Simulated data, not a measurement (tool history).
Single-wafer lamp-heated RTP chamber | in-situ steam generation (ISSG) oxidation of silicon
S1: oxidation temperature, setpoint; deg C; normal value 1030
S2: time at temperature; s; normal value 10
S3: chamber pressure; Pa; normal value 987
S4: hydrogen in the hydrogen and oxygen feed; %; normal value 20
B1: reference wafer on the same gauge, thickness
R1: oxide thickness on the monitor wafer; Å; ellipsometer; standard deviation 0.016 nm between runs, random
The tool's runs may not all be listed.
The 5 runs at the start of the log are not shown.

| run | hour | S1 | S2 | S3 | S4 | B1 | R1 |
|---|---|---|---|---|---|---|---|
| 6 | 280 | 1030 | 10 | 987 | 20 | 4.47 | 40.96 |
| 7 | 325.1 | 1030 | 10 | 987 | 20 | 4.475 | 41.01 |
| 8 | 351 | 1030 | 10 | 987 | 20 | 4.465 | 40.84 |
|  | 388.1 | pressure gauge zeroed |
| 9 | 388.6 | 1030 | 10 | 987 | 20 | 4.47 | 41.34 |
| 10 | 444.1 | 1030 | 10 | 987 | 20 | 4.462 | 41.1 |
|  | 456.8 | hydrogen flow controller replaced |
| 11 | 494.6 | 1030 | 10 | 987 | 20 | 4.456 | 41.06 |
|  | 505.3 | pyrometer window cleaned and pyrometer calibrated |
| 12 | 560.9 | 1030 | 10 | 987 | 20 | 4.462 | 40.85 |
| 13 | 612.7 | 1030 | 10 | 987 | 20 | 4.474 | 40.56 |
| 14 | 670.9 | 1030 | 13 | 920 | 11 | 4.469 | 39.9 |
| 15 | 727.4 | 1030 | 10 | 920 | 20 | 4.474 | 40.75 |
| 16 | 782.6 | 1030 | 7 | 987 | 20 | 4.468 | 35.11 |
|  | 797.8 | pyrometer window cleaned and pyrometer calibrated |
| 17 | 821.4 | 1037 | 12 | 987 | 20 | 4.468 | 45.44 |
| 18 | 850 | 1030 | 9 | 987 | 20 | 4.464 | 38.62 |
| 19 | 905.4 | 1030 | 10 | 987 | 25 | 4.464 | 43.41 |
| 20 | 952.4 | 1030 | 10 | 1093 | 20 | 4.465 | 40.68 |
| 21 | 991.6 | 1018 | 14 | 987 | 20 | 4.473 | 45.94 |
| 22 | 1033.1 | 1014 | 10 | 987 | 28 | 4.474 | 42.26 |
| 23 | 1058.1 | 1039 | 10 | 987 | 20 | 4.465 | 42.86 |
| 24 | 1104.7 | 1030 | 10 | 987 | 20 | 4.465 | 41.12 |
|  | 1119.5 | pyrometer window cleaned and pyrometer calibrated |
|  | 1120.1 | gauge calibrated |
| 25 | 1172.6 | 1030 | 10 | 987 | 20 | 4.477 | 40.85 |
| 26 | 1235.7 | 1030 | 8 | 987 | 20 | 4.476 | 36.91 |
| 27 | 1296.4 | 1047 | 10 | 1053 | 20 | 4.468 | 44.1 |
| 28 | 1344.9 | 1030 | 10 | 987 | 12 | 4.467 | 36.33 |
| 29 | 1407.4 | 1037 | 11 | 1173 | 24 | 4.468 | 46.58 |
|  | 1446 | pyrometer window cleaned and pyrometer calibrated |
| 30 | 1458 | 1030 | 10 | 987 | 20 | 4.468 | 40.19 |

5 ways to go on from here, each from the tool as it stands after run 30. What would each give?
| A | 1458.4 | 1030 | 10 | 987 | 20 | ? | ? |
| B | 1458.4 | 1039 | 7 | 1107 | 11 | ? | ? |
| C | 1458.4 | 1030 | 10 | 1107 | 20 | ? | ? |
| D | 1458.4 | 1016 | 10 | 920 | 16 | ? | ? |
| E | 1458.4 | 1016 | 10 | 987 | 27 | ? | ? |

| run | B1 | R1 |
|---|---|---|
| A | 4.477 | 40.33 |
| B | 4.477 | 30.52 |
| C | 4.477 | 40.33 |
| D | 4.477 | 35.9 |
| E | 4.477 | 41.53 |
Without the tool's unlogged condition, the same runs would have read:
| run | R1 |
|---|---|
| A | 40.16 |
| B | 30.4 |
| C | 40.16 |
| D | 35.76 |
| E | 41.37 |
